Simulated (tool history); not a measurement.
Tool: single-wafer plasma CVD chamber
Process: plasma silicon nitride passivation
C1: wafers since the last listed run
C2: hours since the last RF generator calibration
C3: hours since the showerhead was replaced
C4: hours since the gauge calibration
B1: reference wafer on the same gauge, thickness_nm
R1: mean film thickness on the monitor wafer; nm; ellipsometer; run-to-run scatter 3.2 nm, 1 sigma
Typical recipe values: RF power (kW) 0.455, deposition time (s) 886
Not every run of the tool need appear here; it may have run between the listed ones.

Run 1, day 0: usual settings; C1 0; C2 1621.6; C3 8096.5; C4 298.1; B1 1551.161. Result: R1 1262.174 nm.
Run 2, day 1.654: usual settings; C1 73; C2 1661.3; C3 8136.2; C4 337.8; B1 1550.898. Result: R1 1261.555 nm.
Run 3, day 2.833: usual settings; C1 52; C2 1689.6; C3 8164.5; C4 366.1; B1 1551.364. Result: R1 1259.429 nm.
Run 4, day 4.275: usual settings; C1 64; C2 1724.2; C3 8199.1; C4 400.7; B1 1550.039. Result: R1 1262.842 nm.
Run 5, day 5.762: usual settings but RF power (kW) 0.41; C1 66; C2 1759.9; C3 8234.8; C4 436.4; B1 1549.61. Result: R1 1211.358 nm.
Run 6, day 6.392: usual settings; C1 28; C2 1775; C3 8249.9; C4 451.5; B1 1550.38. Result: R1 1254.187 nm.
Run 7, day 7.529: usual settings; C1 50; C2 1802.3; C3 8277.2; C4 478.8; B1 1550.231. Result: R1 1255.094 nm.
Run 8, day 8.258: usual settings; C1 32; C2 1819.8; C3 8294.7; C4 496.3; B1 1549.838. Result: R1 1260.523 nm.
Run 9, day 9.392: usual settings; C1 50; C2 1847; C3 8321.9; C4 523.5; B1 1551.449. Result: R1 1256.008 nm.
Run 10, day 10.675: usual settings but RF power (kW) 0.515; C1 57; C2 1877.8; C3 8352.7; C4 554.3; B1 1551.198. Result: R1 1313.577 nm.
Run 11, day 12.129: usual settings; C1 64; C2 1912.7; C3 8387.6; C4 589.2; B1 1550.155. Result: R1 1258.452 nm.
At day 12.896: RF generator calibrated.
Run 12, day 12.917: usual settings; C1 20; C2 0.5; C3 8406.5; C4 608.1; B1 1550.749. Result: R1 1292.462 nm.
Run 13, day 14.292: usual settings but RF power (kW) 0.5; C1 61; C2 33.5; C3 8439.5; C4 641.1; B1 1551.351. Result: R1 1337.606 nm.
Run 14, day 14.808: usual settings but RF power (kW) 0.5; C1 23; C2 45.9; C3 8451.9; C4 653.5; B1 1549.122. Result: R1 1337.545 nm.
Run 15, day 15.704: usual settings; C1 39; C2 67.4; C3 8473.4; C4 675; B1 1551.226. Result: R1 1293.481 nm.
Run 16, day 16.396: usual settings but RF power (kW) 0.52; C1 30; C2 84; C3 8490; C4 691.6; B1 1551.081. Result: R1 1355.04 nm.
Run 17, day 17.075: usual settings but RF power (kW) 0.52; C1 30; C2 100.3; C3 8506.3; C4 707.9; B1 1549.553. Result: R1 1352.967 nm.
Run 18, day 18.262: usual settings but RF power (kW) 0.52; C1 52; C2 128.8; C3 8534.8; C4 736.4; B1 1548.221. Result: R1 1355.546 nm.
At day 18.838: showerhead replaced.
Run 19, day 19.212: usual settings but RF power (kW) 0.395, deposition time (s) 1056; C1 27; C2 151.6; C3 9; C4 759.2; B1 1548.975. Result: R1 1468.252 nm.
Run 20, day 20.442: usual settings but RF power (kW) 0.505, deposition time (s) 1056; C1 54; C2 181.1; C3 38.5; C4 788.7; B1 1551.724. Result: R1 1588.553 nm.
Run 21, day 21.3: usual settings; C1 38; C2 201.7; C3 59.1; C4 809.3; B1 1549.233. Result: R1 1289.917 nm.
Run 22, day 22.546: usual settings but RF power (kW) 0.405; C1 55; C2 231.6; C3 89; C4 839.2; B1 1549.631. Result: R1 1240.899 nm.
Run 23, day 23.533: usual settings but deposition time (s) 725; C1 43; C2 255.3; C3 112.7; C4 862.9; B1 1549.372. Result: R1 1051.79 nm.
Run 24, day 24.058: usual settings but deposition time (s) 944; C1 23; C2 267.9; C3 125.3; C4 875.5; B1 1549.5. Result: R1 1379.236 nm.
Run 25, day 25.5: usual settings; C1 64; C2 302.5; C3 159.9; C4 910.1; B1 1550.74. Result: R1 1289.761 nm.
Run 26, day 26.012: usual settings but RF power (kW) 0.53, deposition time (s) 718; C1 22; C2 314.8; C3 172.2; C4 922.4; B1 1550.521. Result: R1 1098.235 nm.
Run 27, day 27.208: usual settings but RF power (kW) 0.505; C1 53; C2 343.5; C3 200.9; C4 951.1; B1 1549.108. Result: R1 1334.374 nm.
Run 28, day 27.925: usual settings but RF power (kW) 0.39; C1 31; C2 360.7; C3 218.1; C4 968.3; B1 1549.453. Result: R1 1218.951 nm.
At day 28.229: gauge calibrated.
Run 29, day 29.15: usual settings but RF power (kW) 0.4, deposition time (s) 767; C1 54; C2 390.1; C3 247.5; C4 22.1; B1 1549.589. Result: R1 1060.2 nm.
Run 30, day 30.25: usual settings; C1 48; C2 416.5; C3 273.9; C4 48.5; B1 1549.418. Result: R1 1286.484 nm.
Run 31, day 31.304: usual settings; C1 46; C2 441.8; C3 299.2; C4 73.8; B1 1551.151. Result: R1 1280.223 nm.
Run 32, day 31.804: usual settings but RF power (kW) 0.395, deposition time (s) 1056; C1 22; C2 453.8; C3 311.2; C4 85.8; B1 1548.368. Result: R1 1453.012 nm.
Run 33, day 32.475: usual settings; C1 29; C2 469.9; C3 327.3; C4 101.9; B1 1549.941. Result: R1 1287.999 nm.
Run 34, day 33.354: usual settings but RF power (kW) 0.405, deposition time (s) 717; C1 39; C2 491; C3 348.4; C4 123; B1 1549.454. Result: R1 998.699 nm.
Run 35, day 34.371: usual settings but RF power (kW) 0.41, deposition time (s) 808; C1 45; C2 515.4; C3 372.8; C4 147.4; B1 1549.223. Result: R1 1132.904 nm.
Run 36, day 35.65: usual settings but RF power (kW) 0.395, deposition time (s) 754; C1 56; C2 546.1; C3 403.5; C4 178.1; B1 1550.512. Result: R1 1041.448 nm.
Run 37, day 36.938: usual settings but RF power (kW) 0.5, deposition time (s) 964; C1 57; C2 577; C3 434.4; C4 209; B1 1549.676. Result: R1 1446.914 nm.

How would selected steps in R1 from run to run divide? Give the signed amount a tool lacking its hidden state would still show from settings, what came in and random variation, and the signed amount left for the hidden state, including any gauge scatter that is not in both of the compared results.
The hidden state here: delivered RF power above the setpoint (%); gauge reads high (%).
Run 9 -> 10: RF power (kW) 0.455 -> 0.515. R1 +57.569 nm: hidden state -2.399, all else +59.968.
Run 11 -> 12: RF generator calibrated. R1 +34.01 nm: hidden state +39.439, all else -5.429.
Run 20 -> 21: RF power (kW) 0.505 -> 0.455, deposition time (s) 1056 -> 886. R1 -298.636 nm: hidden state +0.494, all else -299.13.
Run 23 -> 24: deposition time (s) 725 -> 944. R1 +327.446 nm: hidden state -1.521, all else +328.967.
Run 36 -> 37: RF power (kW) 0.395 -> 0.5, deposition time (s) 754 -> 964. R1 +405.466 nm: hidden state -3.868, all else +409.334.

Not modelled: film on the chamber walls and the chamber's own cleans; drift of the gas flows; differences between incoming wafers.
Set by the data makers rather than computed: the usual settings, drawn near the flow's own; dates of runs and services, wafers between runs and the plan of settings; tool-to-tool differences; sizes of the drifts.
